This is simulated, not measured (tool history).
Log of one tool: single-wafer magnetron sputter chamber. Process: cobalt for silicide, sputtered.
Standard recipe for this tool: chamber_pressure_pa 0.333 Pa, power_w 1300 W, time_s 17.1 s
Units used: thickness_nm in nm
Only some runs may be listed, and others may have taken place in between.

| run | day | chamber_pressure_pa | power_w | time_s | wafers since the last listed run | wafers on the sputter target | hours since the last manometer calibration | hours since the magnet pack was replaced | hours since the gauge calibration | read-back reference wafer on the same gauge, thickness_nm | thickness_nm |
|---|---|---|---|---|---|---|---|---|---|---|---|
| 1 | 0 | 0.333 | 1300 | 17.1 | 0 | 1321 | 1286 | 5285.9 | 55.2 | 9.703 | 11.621 |
| 2 | 0.533 | 0.333 | 1300 | 17.1 | 321 | 1642 | 1298.8 | 5298.7 | 68 | 9.701 | 11.63 |
| 3 | 1.567 | 0.333 | 1300 | 17.1 | 622 | 2264 | 1323.6 | 5323.5 | 92.8 | 9.696 | 11.651 |
| 4 | 2.829 | 0.333 | 1300 | 17.1 | 760 | 3024 | 1353.9 | 5353.8 | 123.1 | 9.701 | 11.668 |
| 5 | 4.188 | 0.333 | 1300 | 17.1 | 817 | 3842 | 1386.5 | 5386.4 | 155.7 | 9.699 | 11.64 |
| 6 | 5.446 | 0.333 | 1300 | 15.1 | 757 | 4599 | 1416.7 | 5416.6 | 185.9 | 9.696 | 10.257 |
| 7 | 6.662 | 0.333 | 1300 | 17.1 | 732 | 5332 | 1445.9 | 5445.8 | 215.1 | 9.706 | 11.63 |
|  | 7.567 | magnet pack replaced |
| 8 | 7.721 | 0.417 | 1150 | 17.1 | 436 | 5768 | 1471.3 | 3.7 | 240.5 | 9.694 | 10.121 |
|  | 9.138 | capacitance manometer re-zeroed and calibrated |
| 9 | 9.158 | 0.417 | 1150 | 17.1 | 664 | 6433 | 0.5 | 38.2 | 275 | 9.701 | 9.87 |
|  | 9.317 | gauge calibrated |
|  | 9.529 | sputter target and shields replaced |
| 10 | 9.588 | 0.268 | 1300 | 17.1 | 57 | 34 | 10.8 | 48.5 | 6.5 | 9.702 | 11.895 |
| 11 | 10.383 | 0.405 | 1100 | 19.5 | 479 | 513 | 29.9 | 67.6 | 25.6 | 9.694 | 11.001 |
| 12 | 11.721 | 0.333 | 1300 | 17.1 | 805 | 1318 | 62 | 99.7 | 57.7 | 9.699 | 11.509 |
| 13 | 13.108 | 0.203 | 1400 | 17.1 | 835 | 2153 | 95.3 | 133 | 91 | 9.701 | 13.097 |
| 14 | 13.958 | 0.333 | 1100 | 17.1 | 511 | 2665 | 115.7 | 153.4 | 111.4 | 9.699 | 9.97 |
| 15 | 15.179 | 0.422 | 1550 | 18.1 | 735 | 3400 | 145 | 182.7 | 140.7 | 9.703 | 13.529 |
| 16 | 16.192 | 0.333 | 1150 | 17.1 | 609 | 4010 | 169.3 | 207 | 165 | 9.702 | 10.348 |
| 17 | 17.229 | 0.275 | 1300 | 17.1 | 624 | 4634 | 194.2 | 231.9 | 189.9 | 9.697 | 11.784 |
| 18 | 18.179 | 0.333 | 1300 | 17.1 | 571 | 5206 | 217 | 254.7 | 212.7 | 9.699 | 11.468 |
| 19 | 19.042 | 0.2 | 1300 | 14.5 | 519 | 5726 | 237.7 | 275.4 | 233.4 | 9.704 | 10.368 |
| 20 | 19.717 | 0.333 | 1300 | 15.3 | 406 | 6132 | 253.9 | 291.6 | 249.6 | 9.695 | 10.21 |

Pick out some run-to-run changes in thickness_nm. Of each, how much would a tool without hidden state show as well, from the settings, what came in and chance, and how much is left for the hidden state and any gauge scatter not in both results compared?
The hidden state here: deposition rate above that of a new target (%); true argon pressure above the setpoint (%); gauge reads high (%).
Run 8 -> 9: capacitance manometer re-zeroed and calibrated. thickness_nm -0.251 nm: hidden state -0.276, all else +0.025.
Run 9 -> 10: chamber_pressure_pa 0.417 -> 0.268, power_w 1150 -> 1300, gauge calibrated, sputter target and shields replaced. thickness_nm +2.025 nm: hidden state +0.079, all else +1.946.
Run 14 -> 15: chamber_pressure_pa 0.333 -> 0.422, power_w 1100 -> 1550, time_s 17.1 -> 18.1. thickness_nm +3.559 nm: hidden state -0.007, all else +3.566.
Run 15 -> 16: chamber_pressure_pa 0.422 -> 0.333, power_w 1550 -> 1150, time_s 18.1 -> 17.1. thickness_nm -3.181 nm: hidden state -0.007, all else -3.174.
